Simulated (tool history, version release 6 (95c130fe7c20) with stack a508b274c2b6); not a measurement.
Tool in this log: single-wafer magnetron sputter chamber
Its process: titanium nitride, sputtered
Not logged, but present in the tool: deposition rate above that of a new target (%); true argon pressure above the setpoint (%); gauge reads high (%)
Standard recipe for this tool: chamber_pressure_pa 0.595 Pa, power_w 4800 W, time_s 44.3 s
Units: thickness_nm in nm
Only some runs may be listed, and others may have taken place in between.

run   hour  chamber_pressure_pa  power_w  time_s  wafers since the last listed run  wafers on the sputter target  hours since the last manometer calibration  hours since the magnet pack was replaced  hours since the gauge calibration  read-back reference wafer on the same gauge, thickness_nm  thickness_nm
  1    0.0                0.595     4800    44.3                                 0                          4778                                      1377.3                                    8076.1                              183.0                                                     45.055        36.957
       5.8  -- sputter target and shields replaced
  2   25.0                0.595     4800    44.3                               274                           274                                      1402.3                                    8101.1                              208.0                                                     45.031        38.719
  3   47.7                0.595     4500    44.3                               323                           597                                      1425.0                                    8123.8                              230.7                                                     44.903        35.853
  4   60.3                0.595     4500    44.3                               179                           777                                      1437.6                                    8136.4                              243.3                                                     45.015        35.941
  5   72.9                0.595     4500    44.3                               179                           957                                      1450.2                                    8149.0                              255.9                                                     45.001        35.968
  6   91.3                0.595     4800    44.3                               262                          1219                                      1468.6                                    8167.4                              274.3                                                     45.001        37.890
  7  126.7                0.595     4800    44.3                               504                          1724                                      1504.0                                    8202.8                              309.7                                                     45.052        37.709
  8  159.7                0.595     4800    44.3                               470                          2194                                      1537.0                                    8235.8                              342.7                                                     45.075        37.865
  9  175.8                0.595     4800    44.3                               229                          2424                                      1553.1                                    8251.9                              358.8                                                     45.121        37.615
 10  205.9                0.595     4800    44.3                               429                          2853                                      1583.2                                    8282.0                              388.9                                                     44.976        37.499
 11  236.9                0.595     4800    44.3                               442                          3295                                      1614.2                                    8313.0                              419.9                                                     45.108        37.207
     260.3  -- capacitance manometer re-zeroed and calibrated
 12  270.5                0.595     4800    44.3                               365                          3660                                        10.2                                    8346.6                              453.5                                                     45.069        37.140
 13  302.2                0.595     4800    44.3                               451                          4112                                        41.9                                    8378.3                              485.2                                                     44.925        37.339
 14  323.8                0.595     4800    44.3                               307                          4420                                        63.5                                    8399.9                              506.8                                                     45.021        37.269
     341.3  -- magnet pack replaced
 15  341.8                0.510     4800    42.3                               142                          4563                                        81.5                                       0.5                              524.8                                                     44.935        36.202
 16  368.1                0.510     4800    42.3                               374                          4938                                       107.8                                      26.8                              551.1                                                     44.916        36.139
 17  395.0                0.758     5350    41.1                               383                          5321                                       134.7                                      53.7                              578.0                                                     45.040        36.909
 18  421.1                0.359     3600    44.3                               372                          5693                                       160.8                                      79.8                              604.1                                                     45.077        29.230
     429.1  -- sputter target and shields replaced
 19  447.1                0.454     4800    38.5                               256                           256                                       186.8                                     105.8                              630.1                                                     45.065        34.688
     450.3  -- gauge calibrated
 20  466.4                0.595     4800    44.3                               275                           531                                       206.1                                     125.1                               16.1                                                     45.075        38.659
 21  483.5                0.496     5200    49.1                               243                           775                                       223.2                                     142.2                               33.2                                                     44.982        46.642
 22  504.8                0.595     4800    44.3                               303                          1079                                       244.5                                     163.5                               54.5                                                     45.116        38.140
 23  516.8                0.479     4800    39.9                               171                          1250                                       256.5                                     175.5                               66.5                                                     45.070        35.267
 24  533.4                0.819     5450    51.5                               236                          1486                                       273.1                                     192.1                               83.1                                                     45.018        48.000
 25  566.3                0.454     4800    38.5                               469                          1955                                       306.0                                     225.0                              116.0                                                     45.057        33.683
 26  601.6                0.595     4800    48.3                               503                          2459                                       341.3                                     260.3                              151.3                                                     45.037        40.734
 27  618.3                0.595     5400    46.7                               238                          2697                                       358.0                                     277.0                              168.0                                                     45.035        44.772
 28  630.9                0.413     4800    48.7                               179                          2877                                       370.6                                     289.6                              180.6                                                     45.067        43.601
 29  651.6                0.761     3650    51.4                               295                          3172                                       391.3                                     310.3                              201.3                                                     45.026        31.718
 30  664.3                0.595     4800    40.2                               181                          3353                                       404.0                                     323.0                              214.0                                                     45.052        33.935
 31  677.9                0.595     5950    44.3                               193                          3547                                       417.6                                     336.6                              227.6                                                     44.986        46.457
 32  709.9                0.460     5850    41.4                               456                          4003                                       449.6                                     368.6                              259.6                                                     44.961        44.531

Here are 3 independent what-if runs from the current tool condition. What would each one return?
  A  710.3                0.595     4800    44.3                                 5                          4009                                       450.0                                     369.0                              260.0                                                          ?             ?
  B  710.3                0.595     5350    44.3                                 5                          4009                                       450.0                                     369.0                              260.0                                                          ?             ?
  C  710.3                0.595     4800    40.5                                 5                          4009                                       450.0                                     369.0                              260.0                                                          ?             ?

run  read-back reference wafer on the same gauge, thickness_nm  thickness_nm
  A                                                     45.039        37.134
  B                                                     45.039        41.389
  C                                                     45.039        33.948
Had the tool no hidden state, the same runs would have come out as:
run  thickness_nm
  A        38.743
  B        43.182
  C        35.420
